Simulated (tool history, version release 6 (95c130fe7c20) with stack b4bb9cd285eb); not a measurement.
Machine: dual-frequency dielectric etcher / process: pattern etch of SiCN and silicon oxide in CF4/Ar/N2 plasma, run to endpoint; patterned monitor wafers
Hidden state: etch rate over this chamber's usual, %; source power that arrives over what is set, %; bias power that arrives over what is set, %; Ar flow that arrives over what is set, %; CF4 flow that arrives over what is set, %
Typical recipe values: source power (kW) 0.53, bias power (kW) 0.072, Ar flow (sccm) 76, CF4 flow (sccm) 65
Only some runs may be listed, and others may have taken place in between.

run    hour  source power (kW)  bias power (kW)  Ar flow (sccm)  CF4 flow (sccm)  wafers since the last listed run  hours since the last wet clean  hours since the last source power generator calibration  hours since the last bias power generator calibration  hours since the last Ar flow controller change  hours since the last CF4 flow controller change  hours since the last upper electrode change  incoming incoming film thickness, nm  endpoint time (s)
  1       0               0.53            0.072              76               65                                 0                            27.8                                                   2852.9                                                   4276                                           653.8                                           5059.2                                       4446.8                                 12.26               12.6
  2    70.6               0.53            0.072              76               65                              1172                            98.4                                                   2923.5                                                 4346.6                                           724.4                                           5129.8                                       4517.4                                 12.27               12.7
  3   103.3               0.53            0.072              76               65                               542                           131.1                                                   2956.2                                                 4379.3                                           757.1                                           5162.5                                       4550.1                                 12.26               12.7
  4   137.9               0.53            0.072              76               65                               574                           165.7                                                   2990.8                                                 4413.9                                           791.7                                           5197.1                                       4584.7                                 12.12               12.6
  5   206.5               0.53            0.072              76               65                              1139                           234.3                                                   3059.4                                                 4482.5                                           860.3                                           5265.7                                       4653.3                                 12.23               12.8
  6   256.8               0.53            0.072              80               65                               835                           284.6                                                   3109.7                                                 4532.8                                           910.6                                             5316                                       4703.6                                 12.14               12.8
      314.4  -- wet clean of the chamber
  7   314.9               0.53            0.072              80               65                               566                             0.5                                                   3167.8                                                 4590.9                                           968.7                                           5374.1                                       4761.7                                 12.12               12.5
      354.1  -- upper electrode replaced
  8   354.6               0.53            0.072              80               65                               260                            40.2                                                   3207.5                                                 4630.6                                          1008.4                                           5413.8                                          0.5                                 12.14               12.6
  9   395.8               0.53            0.089              91               80                               684                            81.4                                                   3248.7                                                 4671.8                                          1049.6                                             5455                                         41.7                                 12.18               11.7
 10   543.2               0.53            0.089              76               58                              2447                           228.8                                                   3396.1                                                 4819.2                                            1197                                           5602.4                                        189.1                                 12.29               12.3
      619.3  -- wet clean of the chamber
      715.1  -- Ar flow controller replaced
      726.2  -- bias power generator calibrated
      733.6  -- CF4 flow controller replaced
      742.2  -- source power generator calibrated
 11   745.1               0.53            0.072              76               65                              2621                           125.8                                                      2.9                                                   18.9                                              30                                             11.5                                          391                                 12.08                 12
 12   802.1               0.53            0.086              89               65                               946                           182.8                                                     59.9                                                   75.9                                              87                                             68.5                                          448                                 12.23               11.8
 13   841.9               0.53            0.072              80               65                               660                           222.6                                                     99.7                                                  115.7                                           126.8                                            108.3                                        487.8                                 12.21               12.3
 14   879.5               0.53            0.055              76               65                               624                           260.2                                                    137.3                                                  153.3                                           164.4                                            145.9                                        525.4                                 12.18               13.1
 15     950               0.53            0.072              58               65                              1170                           330.7                                                    207.8                                                  223.8                                           234.9                                            216.4                                        595.9                                 12.26                 12
     1008.1  -- wet clean of the chamber
 16  1011.6               0.66            0.083              76               79                               624                             3.5                                                    269.4                                                  285.4                                           296.5                                              278                                        657.5                                 12.15                9.3

Selected run-to-run steps in endpoint time (s), each split into two signed amounts: the part the tool would show with no hidden state at all (from settings, incoming material and random variation), and the remainder, which goes to the hidden state together with any gauge scatter not common to the measured and the hidden-state-free results:
Run 10 -> 11: bias power (kW) 0.089 -> 0.072, CF4 flow (sccm) 58 -> 65, wet clean of the chamber, Ar flow controller replaced, bias power generator calibrated, CF4 flow controller replaced, source power generator calibrated. endpoint time (s) -0.3: hidden state -0.7, all else +0.4.
Run 15 -> 16: source power (kW) 0.53 -> 0.66, bias power (kW) 0.072 -> 0.083, Ar flow (sccm) 58 -> 76, CF4 flow (sccm) 65 -> 79, wet clean of the chamber. endpoint time (s) -2.7: hidden state -0.2, all else -2.5.

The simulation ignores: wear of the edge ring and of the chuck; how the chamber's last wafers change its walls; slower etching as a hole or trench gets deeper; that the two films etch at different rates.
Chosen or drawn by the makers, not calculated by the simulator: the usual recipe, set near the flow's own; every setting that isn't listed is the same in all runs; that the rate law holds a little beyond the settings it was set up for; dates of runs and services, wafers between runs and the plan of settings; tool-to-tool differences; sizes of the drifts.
